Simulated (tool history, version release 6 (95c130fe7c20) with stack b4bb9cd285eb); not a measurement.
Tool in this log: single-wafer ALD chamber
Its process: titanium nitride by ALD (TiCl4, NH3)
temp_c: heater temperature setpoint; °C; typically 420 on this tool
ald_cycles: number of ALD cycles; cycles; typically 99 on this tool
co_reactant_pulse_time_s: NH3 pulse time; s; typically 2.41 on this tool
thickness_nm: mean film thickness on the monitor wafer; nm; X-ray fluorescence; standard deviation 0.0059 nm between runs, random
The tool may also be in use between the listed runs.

| run | day | temp_c | ald_cycles | co_reactant_pulse_time_s | wafers since the last listed run | hours since the last thermocouple change | hours since the showerhead was replaced | hours since the gauge calibration | read-back reference wafer on the same gauge, thickness_nm | thickness_nm |
|---|---|---|---|---|---|---|---|---|---|---|
| 1 | 0.000 | 420 | 92 | 2.66 | 0 | 306.9 | 2618.7 | 593.2 | 1.943 | 2.074 |
| 2 | 0.767 | 420 | 92 | 2.66 | 38 | 325.3 | 2637.1 | 611.6 | 1.941 | 2.061 |
| 3 | 1.858 | 420 | 99 | 1.67 | 54 | 351.5 | 2663.3 | 637.8 | 1.940 | 2.185 |
| 4 | 3.229 | 420 | 99 | 1.67 | 68 | 384.4 | 2696.2 | 670.7 | 1.939 | 2.194 |
| 5 | 3.996 | 420 | 99 | 2.41 | 38 | 402.8 | 2714.6 | 689.1 | 1.940 | 2.206 |
| 6 | 5.333 | 420 | 99 | 2.41 | 67 | 434.9 | 2746.7 | 721.2 | 1.940 | 2.211 |
| 7 | 5.921 | 420 | 99 | 2.41 | 29 | 449.0 | 2760.8 | 735.3 | 1.940 | 2.215 |
| 8 | 6.496 | 416 | 99 | 1.68 | 28 | 462.8 | 2774.6 | 749.1 | 1.941 | 2.178 |
| 9 | 7.642 | 416 | 99 | 1.68 | 57 | 490.3 | 2802.1 | 776.6 | 1.941 | 2.186 |
| 10 | 8.238 | 416 | 99 | 1.68 | 29 | 504.6 | 2816.4 | 790.9 | 1.939 | 2.200 |
| 11 | 8.962 | 420 | 99 | 2.41 | 36 | 522.0 | 2833.8 | 808.3 | 1.940 | 2.226 |
|  | 10.333 | gauge calibrated |
| 12 | 11.433 | 420 | 99 | 2.41 | 123 | 581.3 | 2893.1 | 26.4 | 1.942 | 2.213 |
| 13 | 12.925 | 420 | 99 | 2.41 | 74 | 617.1 | 2928.9 | 62.2 | 1.942 | 2.213 |
| 14 | 13.604 | 420 | 99 | 2.41 | 34 | 633.4 | 2945.2 | 78.5 | 1.940 | 2.216 |
| 15 | 14.879 | 420 | 99 | 2.41 | 63 | 664.0 | 2975.8 | 109.1 | 1.939 | 2.209 |
| 16 | 15.425 | 433 | 82 | 1.45 | 27 | 677.1 | 2988.9 | 122.2 | 1.941 | 1.810 |
|  | 16.667 | showerhead replaced |
| 17 | 16.688 | 420 | 99 | 2.41 | 46 | 707.4 | 0.5 | 152.5 | 1.940 | 2.222 |
| 18 | 17.917 | 406 | 99 | 2.41 | 61 | 736.9 | 30.0 | 182.0 | 1.941 | 2.206 |
| 19 | 19.233 | 420 | 99 | 2.41 | 66 | 768.5 | 61.6 | 213.6 | 1.940 | 2.217 |
| 20 | 23.100 | 420 | 99 | 2.41 | 193 | 861.3 | 154.4 | 306.4 | 1.940 | 2.205 |
| 21 | 24.546 | 420 | 99 | 2.85 | 72 | 896.0 | 189.1 | 341.1 | 1.940 | 2.220 |
|  | 25.121 | thermocouple changed; heater temperature recalibrated |
| 22 | 25.162 | 406 | 106 | 3.15 | 14 | 1.0 | 203.9 | 355.9 | 1.940 | 2.382 |
| 23 | 26.362 | 413 | 99 | 2.41 | 60 | 29.8 | 232.7 | 384.7 | 1.941 | 2.209 |
| 24 | 27.154 | 407 | 86 | 1.96 | 39 | 48.8 | 251.7 | 403.7 | 1.941 | 1.913 |
| 25 | 28.088 | 426 | 99 | 2.41 | 46 | 71.2 | 274.1 | 426.1 | 1.941 | 2.219 |
| 26 | 29.000 | 420 | 99 | 2.65 | 45 | 93.1 | 296.0 | 448.0 | 1.941 | 2.214 |
| 27 | 29.629 | 420 | 99 | 2.83 | 31 | 108.2 | 311.1 | 463.1 | 1.940 | 2.216 |
| 28 | 30.229 | 407 | 99 | 3.26 | 30 | 122.6 | 325.5 | 477.5 | 1.942 | 2.222 |
| 29 | 31.058 | 408 | 99 | 2.93 | 41 | 142.5 | 345.4 | 497.4 | 1.940 | 2.217 |
| 30 | 31.975 | 426 | 99 | 1.99 | 45 | 164.5 | 367.4 | 519.4 | 1.941 | 2.204 |
| 31 | 32.967 | 420 | 113 | 2.94 | 49 | 188.3 | 391.2 | 543.2 | 1.942 | 2.531 |

What the log doesn't show, run by run:
wafer temperature above the value expected at the setpoint (K): 0, the same for each run
gauge reads high (%): 0, the same for each run
